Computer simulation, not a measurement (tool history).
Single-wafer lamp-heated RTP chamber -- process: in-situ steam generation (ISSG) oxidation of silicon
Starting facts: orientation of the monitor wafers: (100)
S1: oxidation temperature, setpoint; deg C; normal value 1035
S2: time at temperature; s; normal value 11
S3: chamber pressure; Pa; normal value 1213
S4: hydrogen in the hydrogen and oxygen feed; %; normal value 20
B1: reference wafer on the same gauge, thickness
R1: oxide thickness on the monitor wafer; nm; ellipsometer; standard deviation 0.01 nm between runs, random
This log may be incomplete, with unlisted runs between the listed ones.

run 1 hour=0.0 | S1=1035 S2=11 S3=1307 S4=20 | B1=5.226 | R1=4.389
run 2 hour=58.0 | S1=1035 S2=11 S3=1213 S4=20 | B1=5.227 | R1=4.450
run 3 hour=84.6 | S1=1035 S2=11 S3=1213 S4=20 | B1=5.238 | R1=4.463
run 4 hour=149.0 | S1=1035 S2=11 S3=1213 S4=20 | B1=5.233 | R1=4.451
run 5 hour=195.5 | S1=1035 S2=11 S3=1213 S4=20 | B1=5.236 | R1=4.458
run 6 hour=221.2 | S1=1035 S2=11 S3=1213 S4=20 | B1=5.231 | R1=4.476
run 7 hour=288.4 | S1=1035 S2=11 S3=1213 S4=20 | B1=5.229 | R1=4.485
run 8 hour=313.6 | S1=1035 S2=11 S3=1213 S4=20 | B1=5.230 | R1=4.496
run 9 hour=367.7 | S1=1035 S2=11 S3=1213 S4=20 | B1=5.227 | R1=4.489
-- hour=381.2 pyrometer window cleaned and pyrometer calibrated
run 10 hour=408.4 | S1=1035 S2=11 S3=1213 S4=20 | B1=5.227 | R1=4.416
run 11 hour=472.9 | S1=1035 S2=11 S3=1213 S4=20 | B1=5.229 | R1=4.420
run 12 hour=537.4 | S1=1035 S2=15 S3=1213 S4=23 | B1=5.233 | R1=5.337
run 13 hour=591.4 | S1=1048 S2=9 S3=1067 S4=24 | B1=5.229 | R1=4.527
run 14 hour=662.3 | S1=1050 S2=10 S3=1213 S4=20 | B1=5.231 | R1=4.535
run 15 hour=816.3 | S1=1035 S2=11 S3=1213 S4=20 | B1=5.228 | R1=4.461
run 16 hour=861.1 | S1=1050 S2=11 S3=1360 S4=20 | B1=5.226 | R1=4.694
-- hour=871.9 pressure gauge zeroed
-- hour=912.5 hydrogen flow controller replaced
run 17 hour=913.0 | S1=1029 S2=11 S3=1307 S4=15 | B1=5.232 | R1=4.101
-- hour=969.8 pyrometer window cleaned and pyrometer calibrated
run 18 hour=980.3 | S1=1035 S2=14 S3=1080 S4=20 | B1=5.234 | R1=5.054
run 19 hour=1015.4 | S1=1025 S2=10 S3=1147 S4=30 | B1=5.230 | R1=4.583
-- hour=1062.1 gauge calibrated
run 20 hour=1062.4 | S1=1035 S2=11 S3=1213 S4=26 | B1=5.235 | R1=4.770
run 21 hour=1128.1 | S1=1043 S2=11 S3=1093 S4=20 | B1=5.228 | R1=4.645
run 22 hour=1169.5 | S1=1021 S2=14 S3=1027 S4=23 | B1=5.226 | R1=4.916
run 23 hour=1229.7 | S1=1035 S2=7 S3=1320 S4=29 | B1=5.237 | R1=3.925
run 24 hour=1296.4 | S1=1041 S2=9 S3=1213 S4=20 | B1=5.235 | R1=4.169
run 25 hour=1343.7 | S1=1024 S2=7 S3=1213 S4=20 | B1=5.230 | R1=3.495
run 26 hour=1399.8 | S1=1035 S2=14 S3=1080 S4=20 | B1=5.227 | R1=5.077
run 27 hour=1462.1 | S1=1035 S2=11 S3=1213 S4=13 | B1=5.232 | R1=4.080
run 28 hour=1497.1 | S1=1043 S2=10 S3=1213 S4=29 | B1=5.224 | R1=4.903
-- hour=1532.4 pyrometer window cleaned and pyrometer calibrated
run 29 hour=1541.7 | S1=1035 S2=13 S3=1213 S4=14 | B1=5.227 | R1=4.427
run 30 hour=1604.4 | S1=1043 S2=8 S3=1307 S4=20 | B1=5.227 | R1=3.897
run 31 hour=1640.4 | S1=1035 S2=11 S3=1360 S4=11 | B1=5.230 | R1=3.804
run 32 hour=1699.6 | S1=1018 S2=13 S3=1053 S4=27 | B1=5.234 | R1=4.872

For each run, what was the tool's unlogged condition?
true pressure minus gauge reading, Torr: 0 in every run
gauge reads high (%): 0 in every run
H1: true wafer temperature minus pyrometer reading, K
H2: deviation of the hydrogen flow from its setpoint, %
run=1 H1=0.536 H2=-4.46
run=2 H1=0.821 H2=-4.58
run=3 H1=0.978 H2=-4.64
run=4 H1=1.42 H2=-4.75
run=5 H1=1.8 H2=-4.83
run=6 H1=2.03 H2=-4.87
run=7 H1=2.71 H2=-4.98
run=8 H1=2.99 H2=-5.01
run=9 H1=3.64 H2=-5.09
run=10 H1=0.00929 H2=-5.14
run=11 H1=0.0968 H2=-5.21
run=12 H1=0.279 H2=-5.28
run=13 H1=0.505 H2=-5.34
run=14 H1=0.902 H2=-5.4
run=15 H1=2.16 H2=-5.52
run=16 H1=2.63 H2=-5.56
run=17 H1=3.23 H2=0.297
run=18 H1=0.169 H2=-0.252
run=19 H1=0.191 H2=-0.519
run=20 H1=0.266 H2=-0.857
run=21 H1=0.454 H2=-1.3
run=22 H1=0.623 H2=-1.55
run=23 H1=0.938 H2=-1.9
run=24 H1=1.38 H2=-2.26
run=25 H1=1.76 H2=-2.49
run=26 H1=2.28 H2=-2.75
run=27 H1=2.93 H2=-3.01
run=28 H1=3.34 H2=-3.15
run=29 H1=0.105 H2=-3.32
run=30 H1=0.163 H2=-3.54
run=31 H1=0.237 H2=-3.65
run=32 H1=0.423 H2=-3.84
